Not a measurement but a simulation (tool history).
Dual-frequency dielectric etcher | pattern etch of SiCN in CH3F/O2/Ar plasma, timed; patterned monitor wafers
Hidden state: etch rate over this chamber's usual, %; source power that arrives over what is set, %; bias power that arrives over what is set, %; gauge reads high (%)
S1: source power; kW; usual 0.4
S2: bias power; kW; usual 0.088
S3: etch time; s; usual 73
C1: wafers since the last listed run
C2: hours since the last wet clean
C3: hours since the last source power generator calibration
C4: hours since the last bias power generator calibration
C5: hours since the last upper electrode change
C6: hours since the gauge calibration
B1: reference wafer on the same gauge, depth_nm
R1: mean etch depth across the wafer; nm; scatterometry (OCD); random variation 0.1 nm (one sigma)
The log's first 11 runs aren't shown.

run	hour	S1	S2	S3	C1	C2	C3	C4	C5	C6	B1	R1
# hour 737.9: wet clean of the chamber
12	792.5	0.49	0.088	73	527	54.6	2189.6	1928.5	3121	3275.5	24.92	31.92
13	887.6	0.4	0.071	52	887	149.7	2284.7	2023.6	3216.1	3370.6	24.89	19.86
14	993.6	0.4	0.088	73	988	255.7	2390.7	2129.6	3322.1	3476.6	24.94	30.3
15	1056.3	0.4	0.088	73	584	318.4	2453.4	2192.3	3384.8	3539.3	25	30.13
16	1103.9	0.4	0.103	63	444	366	2501	2239.9	3432.4	3586.9	24.93	27.62
17	1169.9	0.4	0.088	73	615	432	2567	2305.9	3498.4	3652.9	25.04	30.18
# hour 1180.2: bias power generator calibrated
18	1230.1	0.4	0.079	86	524	492.2	2627.2	49.9	3558.6	3713.1	25.03	34.2
19	1336.6	0.4	0.088	90	993	598.7	2733.7	156.4	3665.1	3819.6	25.08	37.4
# hour 1356.2: gauge calibrated
# hour 1397.7: upper electrode replaced
# hour 1411.8: wet clean of the chamber
20	1438.5	0.4	0.088	73	595	26.7	2835.6	258.3	40.8	82.3	24.38	29.37
# hour 1491.3: source power generator calibrated
21	1511.7	0.48	0.101	87.5	645	99.9	20.4	331.5	114	155.5	24.39	39.35
22	1571.9	0.46	0.088	92	561	160.1	80.6	391.7	174.2	215.7	24.4	38.58
23	1638.8	0.32	0.068	89.5	624	227	147.5	458.6	241.1	282.6	24.43	30.76
24	1706.9	0.49	0.1	73	635	295.1	215.6	526.7	309.2	350.7	24.41	33.23
25	1750.4	0.3	0.088	55.5	405	338.6	259.1	570.2	352.7	394.2	24.39	20.57
26	1898.7	0.31	0.103	65	1383	486.9	407.4	718.5	501	542.5	24.38	26.02
27	2004.6	0.48	0.088	73	987	592.8	513.3	824.4	606.9	648.4	24.44	31.17
28	2090.9	0.4	0.088	79	804	679.1	599.6	910.7	693.2	734.7	24.43	31.89
29	2161.5	0.4	0.088	73	658	749.7	670.2	981.3	763.8	805.3	24.42	29.63
# hour 2191.6: wet clean of the chamber
30	2241.1	0.49	0.096	79.5	518	49.5	749.8	1060.9	843.4	884.9	24.44	35.63
31	2302.2	0.4	0.109	91.5	569	110.6	810.9	1122	904.5	946	24.42	40.3

3 ways to go on from here, each from the tool as it stands after run 31. What would each give?
A	2302.6	0.4	0.088	73	3	111	811.3	1122.4	904.9	946.4	?	?
B	2302.6	0.34	0.106	81.5	3	111	811.3	1122.4	904.9	946.4	?	?
C	2302.6	0.49	0.081	58.5	3	111	811.3	1122.4	904.9	946.4	?	?

run	B1	R1
A	24.45	29.58
B	24.45	33.78
C	24.45	24.49
Without the tool's hidden state the same runs would have given:
run	R1
A	29.54
B	33.74
C	24.46
